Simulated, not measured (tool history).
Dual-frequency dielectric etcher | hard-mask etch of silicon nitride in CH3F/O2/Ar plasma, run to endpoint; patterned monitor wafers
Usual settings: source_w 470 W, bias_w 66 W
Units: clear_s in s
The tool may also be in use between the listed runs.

run,day,source_w,bias_w,wafers since the last listed run,hours since the last wet clean,hours since the last source power generator calibration,hours since the last bias power generator calibration,hours since the last upper electrode change,"incoming incoming film thickness, nm",clear_s
1,0.000,470,66,0,490.8,2753.2,2354.5,4400.9,54.8,77.7
2,1.325,470,66,291,522.6,2785.0,2386.3,4432.7,55.8,78.0
3,2.121,430,77,175,541.7,2804.1,2405.4,4451.8,55.1,73.4
4,3.533,430,77,311,575.6,2838.0,2439.3,4485.7,55.9,75.6
5,4.521,430,77,217,599.3,2861.7,2463.0,4509.4,55.7,74.6
6,5.242,470,66,158,616.6,2879.0,2480.3,4526.7,56.0,80.1
7,5.962,470,66,158,633.9,2896.3,2497.6,4544.0,56.0,79.1
# day 7.779: wet clean of the chamber
# day 7.854: bias power generator calibrated
# day 8.217: upper electrode replaced
8,8.238,500,66,183,11.0,2950.9,9.2,0.5,55.8,74.6
9,8.254,390,66,3,11.4,2951.3,9.6,0.9,55.8,79.1
# day 8.500: source power generator calibrated
10,8.717,510,66,65,22.5,5.2,20.7,12.0,55.9,73.5
11,9.808,390,74,240,48.7,31.4,46.9,38.2,55.5,74.3
12,11.071,430,77,278,79.0,61.7,77.2,68.5,55.6,72.5
13,11.625,520,81,122,92.3,75.0,90.5,81.8,55.2,66.0
14,12.812,580,79,261,120.8,103.5,119.0,110.3,55.4,65.7

Forecast each of these 4 alternatives for the next run:
A,12.829,470,66,3,121.2,103.9,119.4,110.7,56.0,?
B,12.829,440,58,3,121.2,103.9,119.4,110.7,56.0,?
C,12.829,470,73,3,121.2,103.9,119.4,110.7,56.0,?
D,12.829,500,80,3,121.2,103.9,119.4,110.7,56.0,?

run,clear_s
A,77.4
B,84.4
C,73.4
D,68.9
Without the tool's hidden state the same runs would have given:
run,clear_s
A,77.0
B,83.9
C,73.0
D,68.6
